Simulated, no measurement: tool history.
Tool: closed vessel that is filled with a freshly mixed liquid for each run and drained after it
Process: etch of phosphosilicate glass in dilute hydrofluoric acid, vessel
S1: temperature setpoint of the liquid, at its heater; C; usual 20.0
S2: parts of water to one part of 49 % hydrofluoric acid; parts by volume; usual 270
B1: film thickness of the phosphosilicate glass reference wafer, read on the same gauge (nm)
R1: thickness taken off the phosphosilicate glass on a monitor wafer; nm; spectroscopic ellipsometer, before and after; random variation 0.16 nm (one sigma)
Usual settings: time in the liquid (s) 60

run 1 hour=0.0 | S1=18.5 S2=270 time_in_the_liquid_(s)=80 | B1=109.99 | R1=29.71
run 2 hour=79.6 | S1=20.0 S2=270 time_in_the_liquid_(s)=60 | B1=110.01 | R1=23.52
run 3 hour=157.8 | S1=20.0 S2=270 time_in_the_liquid_(s)=60 | B1=110.00 | R1=23.80
run 4 hour=248.2 | S1=20.0 S2=270 time_in_the_liquid_(s)=60 | B1=110.02 | R1=23.47
run 5 hour=293.3 | S1=20.0 S2=335 time_in_the_liquid_(s)=60 | B1=110.00 | R1=17.55
run 6 hour=400.4 | S1=20.0 S2=270 time_in_the_liquid_(s)=60 | B1=109.99 | R1=23.46
-- hour=439.3 hydrofluoric acid flow meter replaced
run 7 hour=467.5 | S1=19.0 S2=270 time_in_the_liquid_(s)=75 | B1=110.00 | R1=30.23
run 8 hour=528.2 | S1=19.0 S2=270 time_in_the_liquid_(s)=75 | B1=109.99 | R1=30.17
run 9 hour=611.5 | S1=20.0 S2=270 time_in_the_liquid_(s)=60 | B1=110.01 | R1=25.19
run 10 hour=649.3 | S1=20.0 S2=270 time_in_the_liquid_(s)=60 | B1=110.01 | R1=24.95
-- hour=686.1 gauge calibrated
run 11 hour=717.0 | S1=20.0 S2=270 time_in_the_liquid_(s)=60 | B1=110.01 | R1=25.13
run 12 hour=773.1 | S1=20.0 S2=270 time_in_the_liquid_(s)=60 | B1=109.98 | R1=24.88
run 13 hour=878.9 | S1=20.0 S2=270 time_in_the_liquid_(s)=60 | B1=109.99 | R1=24.94
run 14 hour=944.7 | S1=20.0 S2=340 time_in_the_liquid_(s)=90 | B1=110.01 | R1=27.73
run 15 hour=1035.5 | S1=24.0 S2=170 time_in_the_liquid_(s)=60 | B1=109.99 | R1=51.09
run 16 hour=1072.1 | S1=22.5 S2=220 time_in_the_liquid_(s)=60 | B1=110.00 | R1=35.58
run 17 hour=1129.0 | S1=23.0 S2=270 time_in_the_liquid_(s)=75 | B1=109.99 | R1=34.28
run 18 hour=1196.4 | S1=17.0 S2=210 time_in_the_liquid_(s)=35 | B1=109.99 | R1=17.64
-- hour=1208.0 thermometer replaced
run 19 hour=1235.0 | S1=20.0 S2=325 time_in_the_liquid_(s)=30 | B1=109.98 | R1=9.14
run 20 hour=1280.5 | S1=17.0 S2=270 time_in_the_liquid_(s)=60 | B1=109.99 | R1=20.67
run 21 hour=1376.8 | S1=21.5 S2=395 time_in_the_liquid_(s)=60 | B1=110.00 | R1=14.79
run 22 hour=1424.6 | S1=24.0 S2=270 time_in_the_liquid_(s)=90 | B1=109.98 | R1=39.70
run 23 hour=1484.2 | S1=17.0 S2=270 time_in_the_liquid_(s)=40 | B1=110.01 | R1=13.56
run 24 hour=1584.2 | S1=20.0 S2=325 time_in_the_liquid_(s)=30 | B1=110.00 | R1=8.96
run 25 hour=1660.4 | S1=20.0 S2=270 time_in_the_liquid_(s)=60 | B1=109.99 | R1=22.73
run 26 hour=1700.6 | S1=20.0 S2=270 time_in_the_liquid_(s)=60 | B1=110.02 | R1=22.97
run 27 hour=1780.1 | S1=17.0 S2=140 time_in_the_liquid_(s)=60 | B1=110.01 | R1=44.60
run 28 hour=1851.6 | S1=20.0 S2=270 time_in_the_liquid_(s)=60 | B1=109.99 | R1=22.85
run 29 hour=1961.5 | S1=17.0 S2=325 time_in_the_liquid_(s)=35 | B1=110.01 | R1=9.47
run 30 hour=2026.7 | S1=20.0 S2=335 time_in_the_liquid_(s)=90 | B1=110.00 | R1=25.83
run 31 hour=2066.5 | S1=20.0 S2=230 time_in_the_liquid_(s)=60 | B1=110.00 | R1=27.65
run 32 hour=2153.4 | S1=17.0 S2=270 time_in_the_liquid_(s)=75 | B1=110.01 | R1=25.39

4 ways to go on from here, each from the tool as it stands after run 32. What would each give?
run A hour=2154.1 | S1=20.0 S2=270 time_in_the_liquid_(s)=60 | B1=? | R1=?
run B hour=2154.1 | S1=17.0 S2=155 time_in_the_liquid_(s)=60 | B1=? | R1=?
run C hour=2154.1 | S1=20.0 S2=270 time_in_the_liquid_(s)=75 | B1=? | R1=?
run D hour=2154.1 | S1=20.0 S2=200 time_in_the_liquid_(s)=60 | B1=? | R1=?

run=A B1=110.00 R1=22.68
run=B B1=110.00 R1=39.58
run=C B1=110.00 R1=28.34
run=D B1=110.00 R1=32.89
Without the tool's hidden state the same runs would have given:
run=A R1=23.91
run=B R1=41.28
run=C R1=29.89
run=D R1=34.50
